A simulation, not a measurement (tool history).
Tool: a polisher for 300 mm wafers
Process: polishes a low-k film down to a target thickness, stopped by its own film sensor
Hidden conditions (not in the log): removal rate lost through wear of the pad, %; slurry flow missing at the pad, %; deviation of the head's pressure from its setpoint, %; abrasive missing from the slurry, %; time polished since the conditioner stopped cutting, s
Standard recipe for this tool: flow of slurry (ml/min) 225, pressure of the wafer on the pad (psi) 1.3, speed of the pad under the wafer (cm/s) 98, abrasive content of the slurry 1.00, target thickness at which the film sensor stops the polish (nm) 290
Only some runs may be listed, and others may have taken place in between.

run	hour	flow of slurry (ml/min)	pressure of the wafer on the pad (psi)	speed of the pad under the wafer (cm/s)	abrasive content of the slurry	target thickness at which the film sensor stops the polish (nm)	wafers since the last listed run	wafers polished on this pad	hours since the slurry nozzle was cleaned	hours since the head pressure was calibrated	hours since the slurry blender was calibrated	hours since the conditioning disc was replaced	incoming thickness of the incoming film, nm	time until the film sensor stopped the polish (s)
1	0.0	225	1.3	98	1.00	290	0	151	477.8	1076.0	219.6	160.9	334.0	169.2
2	17.6	225	1.3	98	1.00	290	126	277	495.4	1093.6	237.2	178.5	331.3	160.6
# hour 22.8: conditioning disc replaced and pad reconditioned
3	25.7	225	1.3	98	1.00	290	43	321	503.5	1101.7	245.3	2.9	329.6	153.4
4	34.3	225	1.3	98	1.00	290	61	383	512.1	1110.3	253.9	11.5	325.3	137.2
5	48.8	225	1.5	98	1.00	290	104	488	526.6	1124.8	268.4	26.0	330.0	135.0
6	60.8	225	1.5	98	1.00	290	86	574	538.6	1136.8	280.4	38.0	336.0	156.9
7	70.1	225	1.5	98	1.00	290	67	641	547.9	1146.1	289.7	47.3	329.8	134.5
# hour 78.8: worn pad replaced by a new one
8	79.4	225	1.3	98	1.00	290	38	4	557.2	1155.4	299.0	56.6	330.8	159.3
# hour 90.1: head pressure recalibrated
9	92.4	225	1.3	98	1.00	290	79	83	570.2	2.3	312.0	69.6	332.4	166.1
10	107.8	225	1.3	98	1.00	290	110	194	585.6	17.7	327.4	85.0	327.8	148.7
11	122.8	225	1.3	98	1.00	290	108	302	600.6	32.7	342.4	100.0	324.3	132.2
12	137.3	185	1.3	98	1.00	294	104	407	615.1	47.2	356.9	114.5	331.3	149.0
13	143.7	225	1.3	98	1.00	290	46	453	621.5	53.6	363.3	120.9	327.2	142.6
14	154.6	225	0.9	98	1.00	296	78	531	632.4	64.5	374.2	131.8	325.9	165.4
# hour 160.9: slurry blender recalibrated
15	164.2	225	1.1	98	0.90	301	54	586	642.0	74.1	3.3	141.4	335.4	165.7
# hour 171.0: worn pad replaced by a new one
16	172.3	225	1.7	98	1.00	285	29	9	650.1	82.2	11.4	149.5	333.3	142.6
# hour 179.6: conditioning disc replaced and pad reconditioned
# hour 190.5: slurry nozzle cleaned
17	204.7	225	1.3	98	1.00	290	211	221	14.2	114.6	43.8	25.1	327.2	145.1
18	214.7	225	0.8	98	1.25	290	72	293	24.2	124.6	53.8	35.1	330.1	234.2
19	229.7	250	1.5	126	1.00	290	108	401	39.2	139.6	68.8	50.1	323.9	97.3
20	236.8	250	1.5	126	1.00	290	51	452	46.3	146.7	75.9	57.2	334.5	126.5
21	249.5	225	1.3	64	0.85	290	91	543	59.0	159.4	88.6	69.9	327.4	192.6
22	257.1	225	1.3	98	1.00	290	54	598	66.6	167.0	96.2	77.5	330.6	157.3
# hour 262.3: worn pad replaced by a new one
23	273.0	180	1.3	122	1.00	299	85	77	82.5	182.9	112.1	93.4	335.4	129.3
24	290.6	225	1.3	98	1.00	290	126	204	100.1	200.5	129.7	111.0	333.8	171.5
25	304.0	255	1.3	86	1.00	290	96	300	113.5	213.9	143.1	124.4	327.0	153.1

Hidden condition of the tool, last listed run before each entry between runs versus first listed run after:
Run 2 -> run 3: conditioning disc replaced and pad reconditioned (hour 22.8)
  no hidden state differs between the two runs
Run 7 -> run 8: worn pad replaced by a new one (hour 78.8)
  no hidden state differs between the two runs
Run 8 -> run 9: head pressure recalibrated (hour 90.1)
  no hidden state differs between the two runs
Run 14 -> run 15: slurry blender recalibrated (hour 160.9)
  no hidden state differs between the two runs
Run 15 -> run 16: worn pad replaced by a new one (hour 171.0)
  no hidden state differs between the two runs
Run 16 -> run 17: conditioning disc replaced and pad reconditioned (hour 179.6); slurry nozzle cleaned (hour 190.5)
  no hidden state differs between the two runs
Run 22 -> run 23: worn pad replaced by a new one (hour 262.3)
  no hidden state differs between the two runs

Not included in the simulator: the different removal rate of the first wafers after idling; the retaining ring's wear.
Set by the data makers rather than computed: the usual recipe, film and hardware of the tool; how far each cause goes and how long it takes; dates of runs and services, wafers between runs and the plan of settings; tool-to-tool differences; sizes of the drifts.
